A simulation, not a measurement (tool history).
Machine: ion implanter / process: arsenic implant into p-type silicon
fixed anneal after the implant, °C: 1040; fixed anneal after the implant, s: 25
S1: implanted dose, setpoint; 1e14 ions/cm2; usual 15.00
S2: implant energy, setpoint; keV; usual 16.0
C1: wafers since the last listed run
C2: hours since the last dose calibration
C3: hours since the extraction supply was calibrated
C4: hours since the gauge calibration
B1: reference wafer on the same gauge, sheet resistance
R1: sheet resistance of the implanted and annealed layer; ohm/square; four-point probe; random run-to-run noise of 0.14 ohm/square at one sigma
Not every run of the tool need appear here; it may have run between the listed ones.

run,hour,S1,S2,C1,C2,C3,C4,B1,R1
1,0.0,15.00,16.0,0,1695.9,2280.0,109.5,78.08,91.24
2,44.0,15.00,16.0,588,1739.9,2324.0,153.5,78.12,91.25
3,58.1,15.00,16.0,188,1754.0,2338.1,167.6,78.08,91.37
4,66.7,12.54,12.5,115,1762.6,2346.7,176.2,78.09,101.19
5,113.9,11.71,16.0,631,1809.8,2393.9,223.4,78.09,103.22
6,128.6,11.71,16.0,196,1824.5,2408.6,238.1,78.07,102.91
7,135.6,17.75,16.0,93,1831.5,2415.6,245.1,78.08,85.09
8,148.1,17.75,16.0,167,1844.0,2428.1,257.6,78.14,85.07
9,157.6,15.00,16.0,127,1853.5,2437.6,267.1,78.12,91.20
10,167.4,15.00,16.0,131,1863.3,2447.4,276.9,78.12,91.12
11,183.3,17.29,16.0,212,1879.2,2463.3,292.8,78.12,85.89
12,201.2,17.29,16.0,239,1897.1,2481.2,310.7,78.06,85.67
# hour 214.6: Faraday cup replaced and dose calibrated
13,215.1,17.29,16.0,78,0.5,2495.1,324.6,78.09,86.81
14,231.0,17.07,11.0,212,16.4,2511.0,340.5,78.16,90.75
15,247.8,18.63,16.0,224,33.2,2527.8,357.3,78.14,84.63
16,262.7,18.60,19.5,199,48.1,2542.7,372.2,78.12,82.17
17,278.7,16.32,18.0,213,64.1,2558.7,388.2,78.07,87.61
18,286.3,13.45,16.0,101,71.7,2566.3,395.8,78.07,97.12
19,293.6,13.09,19.5,97,79.0,2573.6,403.1,78.08,96.69
20,299.9,15.00,18.5,84,85.3,2579.9,409.4,78.13,90.63
# hour 319.6: extraction supply calibrated
21,320.1,16.24,16.0,163,105.5,0.5,429.6,78.09,89.22
22,332.2,17.38,11.0,161,117.6,12.6,441.7,78.11,89.89
23,342.7,15.00,19.0,140,128.1,23.1,452.2,78.11,90.51
24,350.2,17.25,16.0,100,135.6,30.6,459.7,78.09,87.20
# hour 350.6: gauge calibrated
25,358.9,10.59,21.0,116,144.3,39.3,8.3,78.09,108.34
26,376.8,15.00,16.0,239,162.2,57.2,26.2,78.06,92.63
27,385.8,15.00,16.0,120,171.2,66.2,35.2,78.17,92.27
28,395.5,15.00,16.0,129,180.9,75.9,44.9,78.09,92.02
29,406.5,10.82,16.0,147,191.9,86.9,55.9,78.04,109.73
30,414.4,17.29,16.0,105,199.8,94.8,63.8,78.07,86.82
31,430.2,17.75,16.0,211,215.6,110.6,79.6,78.11,86.11
32,442.5,17.29,16.0,164,227.9,122.9,91.9,78.10,86.68
33,449.5,12.15,18.0,93,234.9,129.9,98.9,78.11,101.33
34,460.2,11.98,13.0,143,245.6,140.6,109.6,78.09,105.22
35,467.8,19.01,18.0,101,253.2,148.2,117.2,78.07,82.29
36,476.8,16.15,10.5,120,262.2,157.2,126.2,78.06,92.42
37,487.6,16.70,20.0,144,273.0,168.0,137.0,78.12,85.59

State the hidden condition of the tool at each of the runs:
deviation of the true energy from its setpoint, %: 0, the same for each run
gauge reads high (%): 0, the same for each run
H1: deviation of the true dose from the Faraday cup's reading, %
run,H1
1,4.07
2,4.18
3,4.22
4,4.24
5,4.35
6,4.39
7,4.4
8,4.43
9,4.46
10,4.48
11,4.52
12,4.56
13,1.09
14,1.13
15,1.17
16,1.21
17,1.25
18,1.27
19,1.28
20,1.3
21,1.35
22,1.38
23,1.4
24,1.42
25,1.44
26,1.48
27,1.51
28,1.53
29,1.56
30,1.57
31,1.61
32,1.64
33,1.66
34,1.68
35,1.7
36,1.72
37,1.75
